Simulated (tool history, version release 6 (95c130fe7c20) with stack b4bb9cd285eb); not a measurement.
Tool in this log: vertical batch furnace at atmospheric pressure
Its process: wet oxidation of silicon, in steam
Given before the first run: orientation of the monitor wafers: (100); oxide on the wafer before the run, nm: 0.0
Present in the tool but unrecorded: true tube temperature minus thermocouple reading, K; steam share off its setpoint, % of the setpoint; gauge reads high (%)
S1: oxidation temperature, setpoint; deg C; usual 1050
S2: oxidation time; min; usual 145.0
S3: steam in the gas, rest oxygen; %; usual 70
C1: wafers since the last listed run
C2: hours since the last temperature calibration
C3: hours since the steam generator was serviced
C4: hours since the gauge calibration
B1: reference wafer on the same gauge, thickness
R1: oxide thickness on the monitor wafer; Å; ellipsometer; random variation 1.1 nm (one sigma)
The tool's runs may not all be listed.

run   hour    S1     S2  S3   C1      C2      C3     C4      B1      R1
  1    0.0  1050  178.0  70    0  2694.3  2006.4   28.8  755.49  8032.4
  2   17.5  1050  178.0  70  155  2711.8  2023.9   46.3  756.13  8038.6
  3   29.6  1050  145.0  70  107  2723.9  2036.0   58.4  755.99  7150.2
  4   47.5  1050  145.0  70  159  2741.8  2053.9   76.3  756.54  7133.3
  5   67.1  1050  145.0  70  174  2761.4  2073.5   95.9  755.84  7117.6
  6   75.1  1050  145.0  70   71  2769.4  2081.5  103.9  755.93  7116.0
  7   82.6  1050  145.0  70   66  2776.9  2089.0  111.4  756.16  7117.6
  8   91.2  1050  145.0  70   76  2785.5  2097.6  120.0  756.01  7128.8
  9  100.4  1050  145.0  70   81  2794.7  2106.8  129.2  755.77  7099.7
 10  119.3  1050  145.0  70  168  2813.6  2125.7  148.1  756.35  7121.6
 11  129.2  1050  145.0  70   88  2823.5  2135.6  158.0  756.17  7117.1
 12  139.5  1050  145.0  70   91  2833.8  2145.9  168.3  756.00  7077.5

Forecast run 13:
 13  154.0  1042  202.5  70  129  2848.3  2160.4  182.8   ?   ?

Run 13 gave B1 755.97, R1 8293.3 Å.
Were there no unlogged condition in the tool, this run, its random variation unchanged, would have produced R1 8746.5 Å.
